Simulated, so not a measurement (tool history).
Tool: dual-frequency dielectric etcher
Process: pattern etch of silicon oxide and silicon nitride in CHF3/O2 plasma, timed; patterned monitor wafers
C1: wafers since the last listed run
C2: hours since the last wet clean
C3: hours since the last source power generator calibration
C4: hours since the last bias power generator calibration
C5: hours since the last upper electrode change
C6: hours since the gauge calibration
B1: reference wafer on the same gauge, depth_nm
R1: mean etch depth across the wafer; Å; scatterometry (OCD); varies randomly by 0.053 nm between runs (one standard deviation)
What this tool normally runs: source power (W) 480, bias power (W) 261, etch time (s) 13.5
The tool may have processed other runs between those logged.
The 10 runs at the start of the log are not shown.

{"run": 11, "hour": 748.6, "source power (W)": 570, "bias power (W)": 261, "etch time (s)": 13.5, "C1": 1070, "C2": 462.3, "C3": 4084.0, "C4": 4331.6, "C5": 3237.9, "C6": 936.9, "B1": 25.81, "R1": 241.4}
{"run": 12, "hour": 847.5, "source power (W)": 420, "bias power (W)": 261, "etch time (s)": 13.5, "C1": 1080, "C2": 561.2, "C3": 4182.9, "C4": 4430.5, "C5": 3336.8, "C6": 1035.8, "B1": 25.8, "R1": 215.0}
{"hour": 876.1, "done": "wet clean of the chamber"}
{"run": 13, "hour": 941.8, "source power (W)": 480, "bias power (W)": 242, "etch time (s)": 13.5, "C1": 767, "C2": 65.7, "C3": 4277.2, "C4": 4524.8, "C5": 3431.1, "C6": 1130.1, "B1": 25.81, "R1": 220.3}
{"run": 14, "hour": 980.4, "source power (W)": 480, "bias power (W)": 261, "etch time (s)": 13.5, "C1": 421, "C2": 104.3, "C3": 4315.8, "C4": 4563.4, "C5": 3469.7, "C6": 1168.7, "B1": 25.82, "R1": 224.1}
{"hour": 1026.7, "done": "upper electrode replaced"}
{"run": 15, "hour": 1036.4, "source power (W)": 510, "bias power (W)": 235, "etch time (s)": 17.0, "C1": 349, "C2": 160.3, "C3": 4371.8, "C4": 4619.4, "C5": 9.7, "C6": 1224.7, "B1": 25.8, "R1": 284.4}
{"hour": 1042.6, "done": "source power generator calibrated"}
{"run": 16, "hour": 1130.1, "source power (W)": 390, "bias power (W)": 228, "etch time (s)": 13.5, "C1": 979, "C2": 254.0, "C3": 87.5, "C4": 4713.1, "C5": 103.4, "C6": 1318.4, "B1": 25.8, "R1": 200.4}
{"hour": 1161.8, "done": "gauge calibrated"}
{"run": 17, "hour": 1182.1, "source power (W)": 430, "bias power (W)": 261, "etch time (s)": 13.5, "C1": 567, "C2": 306.0, "C3": 139.5, "C4": 4765.1, "C5": 155.4, "C6": 20.3, "B1": 25.8, "R1": 214.2}
{"run": 18, "hour": 1231.5, "source power (W)": 480, "bias power (W)": 261, "etch time (s)": 13.5, "C1": 539, "C2": 355.4, "C3": 188.9, "C4": 4814.5, "C5": 204.8, "C6": 69.7, "B1": 25.82, "R1": 223.9}
{"run": 19, "hour": 1338.4, "source power (W)": 440, "bias power (W)": 261, "etch time (s)": 13.5, "C1": 1167, "C2": 462.3, "C3": 295.8, "C4": 4921.4, "C5": 311.7, "C6": 176.6, "B1": 25.8, "R1": 218.8}
{"run": 20, "hour": 1379.4, "source power (W)": 480, "bias power (W)": 261, "etch time (s)": 13.5, "C1": 447, "C2": 503.3, "C3": 336.8, "C4": 4962.4, "C5": 352.7, "C6": 217.6, "B1": 25.79, "R1": 225.8}
{"hour": 1450.9, "done": "wet clean of the chamber"}
{"hour": 1456.9, "done": "bias power generator calibrated"}
{"run": 21, "hour": 1457.4, "source power (W)": 480, "bias power (W)": 261, "etch time (s)": 13.5, "C1": 546, "C2": 6.5, "C3": 414.8, "C4": 0.5, "C5": 430.7, "C6": 295.6, "B1": 25.83, "R1": 220.6}
{"run": 22, "hour": 1513.9, "source power (W)": 480, "bias power (W)": 261, "etch time (s)": 13.5, "C1": 617, "C2": 63.0, "C3": 471.3, "C4": 57.0, "C5": 487.2, "C6": 352.1, "B1": 25.81, "R1": 220.3}
{"run": 23, "hour": 1585.5, "source power (W)": 390, "bias power (W)": 218, "etch time (s)": 13.5, "C1": 781, "C2": 134.6, "C3": 542.9, "C4": 128.6, "C5": 558.8, "C6": 423.7, "B1": 25.81, "R1": 198.5}
{"run": 24, "hour": 1664.1, "source power (W)": 360, "bias power (W)": 288, "etch time (s)": 16.0, "C1": 858, "C2": 213.2, "C3": 621.5, "C4": 207.2, "C5": 637.4, "C6": 502.3, "B1": 25.83, "R1": 240.3}
{"run": 25, "hour": 1731.0, "source power (W)": 380, "bias power (W)": 209, "etch time (s)": 13.5, "C1": 730, "C2": 280.1, "C3": 688.4, "C4": 274.1, "C5": 704.3, "C6": 569.2, "B1": 25.79, "R1": 196.9}
{"run": 26, "hour": 1786.3, "source power (W)": 480, "bias power (W)": 261, "etch time (s)": 13.5, "C1": 603, "C2": 335.4, "C3": 743.7, "C4": 329.4, "C5": 759.6, "C6": 624.5, "B1": 25.81, "R1": 224.7}
{"run": 27, "hour": 1855.9, "source power (W)": 380, "bias power (W)": 261, "etch time (s)": 13.5, "C1": 760, "C2": 405.0, "C3": 813.3, "C4": 399.0, "C5": 829.2, "C6": 694.1, "B1": 25.81, "R1": 206.1}
{"run": 28, "hour": 1923.7, "source power (W)": 480, "bias power (W)": 261, "etch time (s)": 10.0, "C1": 740, "C2": 472.8, "C3": 881.1, "C4": 466.8, "C5": 897.0, "C6": 761.9, "B1": 25.81, "R1": 166.6}
{"run": 29, "hour": 1992.2, "source power (W)": 430, "bias power (W)": 221, "etch time (s)": 10.5, "C1": 748, "C2": 541.3, "C3": 949.6, "C4": 535.3, "C5": 965.5, "C6": 830.4, "B1": 25.78, "R1": 164.6}
{"hour": 2064.1, "done": "wet clean of the chamber"}
{"run": 30, "hour": 2088.3, "source power (W)": 590, "bias power (W)": 311, "etch time (s)": 14.5, "C1": 787, "C2": 24.2, "C3": 1045.7, "C4": 631.4, "C5": 1061.6, "C6": 926.5, "B1": 25.82, "R1": 266.5}

Forecast each of these 3 alternatives for the next run:
{"run": "A", "hour": 2088.7, "source power (W)": 480, "bias power (W)": 261, "etch time (s)": 13.5, "C1": 4, "C2": 24.6, "C3": 1046.1, "C4": 631.8, "C5": 1062.0, "C6": 926.9, "B1": "?", "R1": "?"}
{"run": "B", "hour": 2088.7, "source power (W)": 480, "bias power (W)": 261, "etch time (s)": 16.0, "C1": 4, "C2": 24.6, "C3": 1046.1, "C4": 631.8, "C5": 1062.0, "C6": 926.9, "B1": "?", "R1": "?"}
{"run": "C", "hour": 2088.7, "source power (W)": 540, "bias power (W)": 261, "etch time (s)": 13.5, "C1": 4, "C2": 24.6, "C3": 1046.1, "C4": 631.8, "C5": 1062.0, "C6": 926.9, "B1": "?", "R1": "?"}

run=A B1=25.80 R1=220.5
run=B B1=25.80 R1=261.4
run=C B1=25.80 R1=230.9
Without the tool's unlogged condition, the same runs would have read:
run=A R1=217.4
run=B R1=257.6
run=C R1=227.6
